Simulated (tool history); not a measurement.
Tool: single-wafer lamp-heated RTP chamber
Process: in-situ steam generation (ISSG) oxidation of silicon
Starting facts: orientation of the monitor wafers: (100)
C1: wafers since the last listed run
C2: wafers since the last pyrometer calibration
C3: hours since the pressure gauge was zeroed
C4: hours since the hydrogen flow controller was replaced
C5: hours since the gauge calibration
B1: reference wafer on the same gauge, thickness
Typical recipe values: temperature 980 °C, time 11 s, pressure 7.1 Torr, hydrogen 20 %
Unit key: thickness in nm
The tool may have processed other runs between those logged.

Run 1, hour 0.0: usual settings but pressure 8.2 Torr; C1 0; C2 1106; C3 1842.1; C4 1137.8; C5 695.5; B1 3.111. Result: thickness 3.563 nm.
Run 2, hour 59.8: usual settings but pressure 8.2 Torr; C1 658; C2 1765; C3 1901.9; C4 1197.6; C5 755.3; B1 3.106. Result: thickness 3.566 nm.
Run 3, hour 91.7: usual settings; C1 351; C2 2116; C3 1933.8; C4 1229.5; C5 787.2; B1 3.106. Result: thickness 3.549 nm.
Run 4, hour 150.1: usual settings; C1 643; C2 2759; C3 1992.2; C4 1287.9; C5 845.6; B1 3.107. Result: thickness 3.573 nm.
Run 5, hour 178.6: usual settings; C1 313; C2 3073; C3 2020.7; C4 1316.4; C5 874.1; B1 3.109. Result: thickness 3.561 nm.
Run 6, hour 204.9: usual settings; C1 289; C2 3363; C3 2047.0; C4 1342.7; C5 900.4; B1 3.110. Result: thickness 3.552 nm.
Run 7, hour 257.0: usual settings; C1 574; C2 3937; C3 2099.1; C4 1394.8; C5 952.5; B1 3.114. Result: thickness 3.554 nm.
Run 8, hour 442.5: usual settings; C1 2043; C2 5981; C3 2284.6; C4 1580.3; C5 1138.0; B1 3.110. Result: thickness 3.580 nm.
Run 9, hour 584.3: usual settings; C1 1562; C2 7543; C3 2426.4; C4 1722.1; C5 1279.8; B1 3.110. Result: thickness 3.570 nm.
At hour 594.1: gauge calibrated.
Run 10, hour 624.5: usual settings; C1 442; C2 7986; C3 2466.6; C4 1762.3; C5 30.4; B1 3.110. Result: thickness 3.560 nm.
At hour 663.8: hydrogen flow controller replaced.
Run 11, hour 688.1: usual settings; C1 612; C2 8599; C3 2530.2; C4 24.3; C5 94.0; B1 3.114. Result: thickness 3.627 nm.
At hour 722.3: pyrometer window cleaned and pyrometer calibrated.
Run 12, hour 723.9: usual settings; C1 306; C2 18; C3 2566.0; C4 60.1; C5 129.8; B1 3.109. Result: thickness 3.552 nm.
Run 13, hour 750.2: usual settings but time 9 s, pressure 8.3 Torr, hydrogen 17 %; C1 289; C2 307; C3 2592.3; C4 86.4; C5 156.1; B1 3.111. Result: thickness 3.173 nm.
Run 14, hour 782.8: usual settings but temperature 986 °C, pressure 6.9 Torr, hydrogen 30 %; C1 359; C2 667; C3 2624.9; C4 119.0; C5 188.7; B1 3.113. Result: thickness 4.064 nm.
Run 15, hour 821.3: usual settings but hydrogen 26 %; C1 424; C2 1091; C3 2663.4; C4 157.5; C5 227.2; B1 3.110. Result: thickness 3.831 nm.
Run 16, hour 890.2: usual settings but temperature 986 °C, pressure 6.9 Torr, hydrogen 30 %; C1 759; C2 1850; C3 2732.3; C4 226.4; C5 296.1; B1 3.113. Result: thickness 4.079 nm.
Run 17, hour 925.2: usual settings but pressure 8.0 Torr; C1 385; C2 2235; C3 2767.3; C4 261.4; C5 331.1; B1 3.110. Result: thickness 3.569 nm.
Run 18, hour 964.1: usual settings but pressure 8.0 Torr; C1 428; C2 2664; C3 2806.2; C4 300.3; C5 370.0; B1 3.111. Result: thickness 3.588 nm.
Run 19, hour 1003.3: usual settings; C1 431; C2 3096; C3 2845.4; C4 339.5; C5 409.2; B1 3.114. Result: thickness 3.579 nm.
Run 20, hour 1045.2: usual settings but pressure 8.2 Torr; C1 461; C2 3558; C3 2887.3; C4 381.4; C5 451.1; B1 3.105. Result: thickness 3.597 nm.
Run 21, hour 1097.3: usual settings; C1 574; C2 4132; C3 2939.4; C4 433.5; C5 503.2; B1 3.113. Result: thickness 3.589 nm.
At hour 1134.7: pressure gauge zeroed.
Run 22, hour 1139.9: usual settings but temperature 971 °C, pressure 7.7 Torr; C1 381; C2 4513; C3 5.2; C4 476.1; C5 545.8; B1 3.110. Result: thickness 3.500 nm.
Run 23, hour 1204.2: usual settings but time 8 s, pressure 8.1 Torr; C1 708; C2 5221; C3 69.5; C4 540.4; C5 610.1; B1 3.111. Result: thickness 3.189 nm.
Run 24, hour 1255.3: usual settings but temperature 996 °C, time 9 s, pressure 7.6 Torr, hydrogen 29 %; C1 562; C2 5784; C3 120.6; C4 591.5; C5 661.2; B1 3.111. Result: thickness 3.877 nm.
Run 25, hour 1306.7: usual settings; C1 566; C2 6351; C3 172.0; C4 642.9; C5 712.6; B1 3.109. Result: thickness 3.588 nm.
Run 26, hour 1347.8: usual settings but time 10 s, hydrogen 13 %; C1 452; C2 6803; C3 213.1; C4 684.0; C5 753.7; B1 3.114. Result: thickness 3.113 nm.
Run 27, hour 1393.0: usual settings; C1 497; C2 7301; C3 258.3; C4 729.2; C5 798.9; B1 3.114. Result: thickness 3.596 nm.
Run 28, hour 1459.6: usual settings but temperature 961 °C, time 8 s, pressure 7.6 Torr, hydrogen 14 %; C1 733; C2 8035; C3 324.9; C4 795.8; C5 865.5; B1 3.108. Result: thickness 2.773 nm.
Run 29, hour 1498.7: usual settings; C1 430; C2 8466; C3 364.0; C4 834.9; C5 904.6; B1 3.110. Result: thickness 3.593 nm.
Run 30, hour 1529.9: usual settings but pressure 8.2 Torr, hydrogen 24 %; C1 343; C2 8810; C3 395.2; C4 866.1; C5 935.8; B1 3.109. Result: thickness 3.782 nm.
Run 31, hour 1562.6: usual settings but time 14 s, pressure 8.5 Torr, hydrogen 26 %; C1 360; C2 9170; C3 427.9; C4 898.8; C5 968.5; B1 3.111. Result: thickness 4.273 nm.
At hour 1609.8: pyrometer window cleaned and pyrometer calibrated.
Run 32, hour 1620.9: usual settings but pressure 8.1 Torr; C1 554; C2 121; C3 486.2; C4 957.1; C5 1026.8; B1 3.112. Result: thickness 3.581 nm.

Forecast each of these 3 alternatives for the next run:
Run A, hour 1621.3: usual settings but hydrogen 14 %; C1 4; C2 126; C3 486.6; C4 957.5; C5 1027.2; B1 ?. Result: thickness ?.
Run B, hour 1621.3: usual settings but temperature 963 °C; C1 4; C2 126; C3 486.6; C4 957.5; C5 1027.2; B1 ?. Result: thickness ?.
Run C, hour 1621.3: usual settings but temperature 1000 °C; C1 4; C2 126; C3 486.6; C4 957.5; C5 1027.2; B1 ?. Result: thickness ?.

run     B1  thickness
  A  3.110      3.259
  B  3.110      3.402
  C  3.110      3.792
Had the tool no hidden state, the same runs would have come out as:
run  thickness
  A      3.257
  B      3.400
  C      3.788

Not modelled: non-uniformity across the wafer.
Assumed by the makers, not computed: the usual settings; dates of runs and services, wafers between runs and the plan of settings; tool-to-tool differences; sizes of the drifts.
